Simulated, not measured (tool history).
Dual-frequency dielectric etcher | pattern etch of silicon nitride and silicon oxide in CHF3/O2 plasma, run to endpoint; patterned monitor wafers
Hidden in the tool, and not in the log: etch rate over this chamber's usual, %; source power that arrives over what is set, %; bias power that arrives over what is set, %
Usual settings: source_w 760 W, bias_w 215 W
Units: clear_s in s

run	hour	source_w	bias_w	wafers since the last listed run	hours since the last wet clean	hours since the last source power generator calibration	hours since the last bias power generator calibration	hours since the last upper electrode change	incoming incoming film thickness, nm	clear_s
1	0	860	215	0	240.1	1327.5	2349.4	2930.2	242.1	144.1
2	33.8	860	215	252	273.9	1361.3	2383.2	2964	238.6	142.6
3	96.3	760	215	466	336.4	1423.8	2445.7	3026.5	239.7	150.2
# hour 154.6: wet clean of the chamber
4	155.1	760	215	259	0.5	1482.6	2504.5	3085.3	236.9	144.5
5	213.5	760	227	435	58.9	1541	2562.9	3143.7	239.1	143
6	238.9	760	227	189	84.3	1566.4	2588.3	3169.1	239.3	144.7
7	283.1	760	215	329	128.5	1610.6	2632.5	3213.3	239.8	147.8
8	338.7	760	215	414	184.1	1666.2	2688.1	3268.9	239.7	148.7
9	386.6	760	215	357	232	1714.1	2736	3316.8	240.3	149.6
10	441.7	760	215	411	287.1	1769.2	2791.1	3371.9	238.7	149
11	500.8	760	215	441	346.2	1828.3	2850.2	3431	242.5	152.6
12	567.6	760	215	498	413	1895.1	2917	3497.8	239.4	151.6
# hour 652.6: wet clean of the chamber
13	729.9	760	252	1032	77.3	2057.4	3079.3	3660.1	239.7	139.1
14	779.7	760	252	371	127.1	2107.2	3129.1	3709.9	240.3	138.8
15	824.8	760	252	336	172.2	2152.3	3174.2	3755	239	139.9
16	892.1	760	215	502	239.5	2219.6	3241.5	3822.3	237.3	146.9
17	932.7	760	215	303	280.1	2260.2	3282.1	3862.9	238.3	147.4
18	977.4	760	264	333	324.8	2304.9	3326.8	3907.6	239.8	139.8
# hour 1045.2: wet clean of the chamber
19	1045.7	760	189	330	0.5	2373.2	3395.1	3975.9	238.3	150.2

Forecast run 20:
20	1116.2	760	215	526	71	2443.7	3465.6	4046.4	237.5	?

clear_s: 145.7 s
Without the tool's hidden state the same run would have given clear_s 144.6 s.
